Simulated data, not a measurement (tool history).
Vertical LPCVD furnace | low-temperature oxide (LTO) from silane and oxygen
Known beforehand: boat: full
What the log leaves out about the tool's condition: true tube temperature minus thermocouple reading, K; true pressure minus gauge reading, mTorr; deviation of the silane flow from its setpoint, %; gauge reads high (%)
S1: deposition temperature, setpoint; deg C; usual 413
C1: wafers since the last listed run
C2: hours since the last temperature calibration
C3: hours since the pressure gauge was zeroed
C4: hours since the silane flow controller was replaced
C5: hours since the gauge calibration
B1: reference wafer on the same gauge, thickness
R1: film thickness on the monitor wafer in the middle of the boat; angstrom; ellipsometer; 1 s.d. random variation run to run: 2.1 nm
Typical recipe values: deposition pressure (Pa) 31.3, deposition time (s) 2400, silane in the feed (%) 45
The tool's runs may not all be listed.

Run 1, hour 0.0: usual settings but deposition time (s) 2610; C1 0; C2 3042.6; C3 2937.8; C4 2052.7; C5 457.5; B1 507.26. Result: R1 5538.8 angstrom.
Run 2, hour 33.8: usual settings but deposition time (s) 2610; C1 746; C2 3076.4; C3 2971.6; C4 2086.5; C5 491.3; B1 507.26. Result: R1 5558.2 angstrom.
Run 3, hour 103.8: usual settings but deposition time (s) 2610; C1 1546; C2 3146.4; C3 3041.6; C4 2156.5; C5 561.3; B1 507.23. Result: R1 5560.2 angstrom.
Run 4, hour 139.7: usual settings; C1 793; C2 3182.3; C3 3077.5; C4 2192.4; C5 597.2; B1 506.64. Result: R1 5148.2 angstrom.
Run 5, hour 172.3: usual settings; C1 720; C2 3214.9; C3 3110.1; C4 2225.0; C5 629.8; B1 507.21. Result: R1 5131.1 angstrom.
Run 6, hour 225.7: usual settings; C1 1179; C2 3268.3; C3 3163.5; C4 2278.4; C5 683.2; B1 506.04. Result: R1 5096.5 angstrom.
Run 7, hour 260.4: usual settings; C1 766; C2 3303.0; C3 3198.2; C4 2313.1; C5 717.9; B1 507.07. Result: R1 5105.7 angstrom.
Run 8, hour 314.1: usual settings; C1 1186; C2 3356.7; C3 3251.9; C4 2366.8; C5 771.6; B1 506.71. Result: R1 5088.5 angstrom.
Run 9, hour 368.4: usual settings; C1 1199; C2 3411.0; C3 3306.2; C4 2421.1; C5 825.9; B1 506.75. Result: R1 5114.2 angstrom.
Run 10, hour 414.2: usual settings; C1 1011; C2 3456.8; C3 3352.0; C4 2466.9; C5 871.7; B1 507.02. Result: R1 5084.9 angstrom.
Run 11, hour 472.3: usual settings; C1 1283; C2 3514.9; C3 3410.1; C4 2525.0; C5 929.8; B1 506.73. Result: R1 5095.0 angstrom.
At hour 500.9: pressure gauge zeroed.
Run 12, hour 533.4: usual settings but S1 419 deg C, deposition pressure (Pa) 28.0, deposition time (s) 3330, silane in the feed (%) 37; C1 819; C2 3576.0; C3 32.5; C4 2586.1; C5 990.9; B1 506.82. Result: R1 5383.6 angstrom.
At hour 583.9: thermocouples replaced and temperature profile calibrated.
Run 13, hour 600.9: usual settings but S1 404 deg C, deposition pressure (Pa) 29.3; C1 961; C2 17.0; C3 100.0; C4 2653.6; C5 1058.4; B1 507.64. Result: R1 4333.7 angstrom.
Run 14, hour 656.3: usual settings but S1 404 deg C, deposition pressure (Pa) 36.0; C1 1224; C2 72.4; C3 155.4; C4 2709.0; C5 1113.8; B1 507.32. Result: R1 5345.6 angstrom.
At hour 670.2: gauge calibrated.
Run 15, hour 727.6: usual settings but S1 419 deg C, deposition pressure (Pa) 28.0, deposition time (s) 3330, silane in the feed (%) 37; C1 1575; C2 143.7; C3 226.7; C4 2780.3; C5 57.4; B1 506.92. Result: R1 5363.1 angstrom.
Run 16, hour 790.5: usual settings but deposition pressure (Pa) 28.7; C1 1389; C2 206.6; C3 289.6; C4 2843.2; C5 120.3; B1 507.11. Result: R1 4688.9 angstrom.
At hour 837.2: silane flow controller replaced.
Run 17, hour 837.7: usual settings; C1 512; C2 253.8; C3 336.8; C4 0.5; C5 167.5; B1 506.91. Result: R1 5487.7 angstrom.
Run 18, hour 887.9: usual settings but deposition pressure (Pa) 37.3, deposition time (s) 1770, silane in the feed (%) 37; C1 1109; C2 304.0; C3 387.0; C4 50.7; C5 217.7; B1 506.36. Result: R1 3919.4 angstrom.
Run 19, hour 956.0: usual settings; C1 1504; C2 372.1; C3 455.1; C4 118.8; C5 285.8; B1 507.12. Result: R1 5445.7 angstrom.
Run 20, hour 984.3: usual settings but S1 408 deg C; C1 625; C2 400.4; C3 483.4; C4 147.1; C5 314.1; B1 506.45. Result: R1 5154.0 angstrom.
At hour 1014.1: silane flow controller replaced, repeated, since the last time left the tool worse.
Run 21, hour 1035.5: usual settings but S1 419 deg C, deposition pressure (Pa) 25.3; C1 600; C2 451.6; C3 534.6; C4 21.4; C5 365.3; B1 506.54. Result: R1 4454.3 angstrom.
Run 22, hour 1076.3: usual settings but S1 406 deg C, deposition pressure (Pa) 26.7, deposition time (s) 3360, silane in the feed (%) 40; C1 901; C2 492.4; C3 575.4; C4 62.2; C5 406.1; B1 506.66. Result: R1 5103.4 angstrom.
Run 23, hour 1246.0: usual settings but S1 416 deg C, deposition time (s) 1800, silane in the feed (%) 37; C1 3749; C2 662.1; C3 745.1; C4 231.9; C5 575.8; B1 506.97. Result: R1 3245.9 angstrom.

The same runs without the tool's hidden state, with the same run-to-run variation:
run      R1
  1  5686.7
  2  5707.3
  3  5710.7
  4  5288.1
  5  5271.0
  6  5236.3
  7  5246.2
  8  5229.3
  9  5256.3
 10  5226.7
 11  5237.8
 12  5599.9
 13  4460.4
 14  5502.4
 15  5581.2
 16  4822.9
 17  5282.0
 18  3711.3
 19  5258.2
 20  4976.7
 21  4459.3
 22  5120.2
 23  3281.3

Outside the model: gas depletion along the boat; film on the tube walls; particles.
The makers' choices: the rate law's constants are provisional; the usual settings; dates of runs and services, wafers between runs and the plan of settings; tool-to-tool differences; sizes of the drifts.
